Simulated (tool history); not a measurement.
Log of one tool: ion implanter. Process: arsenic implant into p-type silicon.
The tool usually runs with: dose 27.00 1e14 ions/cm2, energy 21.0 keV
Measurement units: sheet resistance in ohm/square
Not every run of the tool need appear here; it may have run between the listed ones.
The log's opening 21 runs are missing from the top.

run,hour,dose,energy,wafers since the last listed run,hours since the last dose calibration,hours since the extraction supply was calibrated,hours since the gauge calibration,"read-back reference wafer on the same gauge, sheet resistance",sheet resistance
22,495.6,30.38,15.0,897,227.8,7560.6,205.3,77.59,71.06
23,525.3,27.00,21.0,868,257.5,7590.3,235.0,77.69,70.48
24,542.3,20.35,26.0,496,274.5,7607.3,252.0,77.74,76.35
# hour 572.0: extraction supply calibrated
25,572.5,27.00,18.5,648,304.7,0.5,282.2,77.76,71.82
26,595.3,27.00,21.0,666,327.5,23.3,305.0,77.77,70.36
27,624.4,33.15,28.5,850,356.6,52.4,334.1,77.88,62.32
28,647.4,24.46,25.0,672,379.6,75.4,357.1,77.87,70.93
29,672.2,23.36,21.0,724,404.4,100.2,381.9,77.88,74.93
30,698.0,34.55,18.0,754,430.2,126.0,407.7,77.92,67.24
31,728.7,29.79,27.0,897,460.9,156.7,438.4,77.96,64.93
32,749.4,27.00,26.5,604,481.6,177.4,459.1,77.99,67.37
33,773.2,27.00,21.0,695,505.4,201.2,482.9,78.01,70.82
34,800.7,27.00,21.0,803,532.9,228.7,510.4,77.99,70.76
35,836.6,27.00,21.0,1049,568.8,264.6,546.3,78.08,71.14
36,858.2,23.26,24.0,631,590.4,286.2,567.9,78.04,73.45

Predict each of these 5 candidate next runs independently; none follows another, all start after run 36:
A,858.6,31.75,21.0,11,590.8,286.6,568.3,?,?
B,858.6,23.78,21.0,11,590.8,286.6,568.3,?,?
C,858.6,20.78,16.5,11,590.8,286.6,568.3,?,?
D,858.6,30.24,23.5,11,590.8,286.6,568.3,?,?
E,858.6,27.00,17.5,11,590.8,286.6,568.3,?,?

run,"read-back reference wafer on the same gauge, sheet resistance",sheet resistance
A,78.06,67.34
B,78.06,74.44
C,78.06,81.14
D,78.06,66.96
E,78.06,72.86
Take away the tool's hidden state, keep each run's random variation, and the runs would have read:
run,sheet resistance
A,66.35
B,73.34
C,79.95
D,65.98
E,71.79
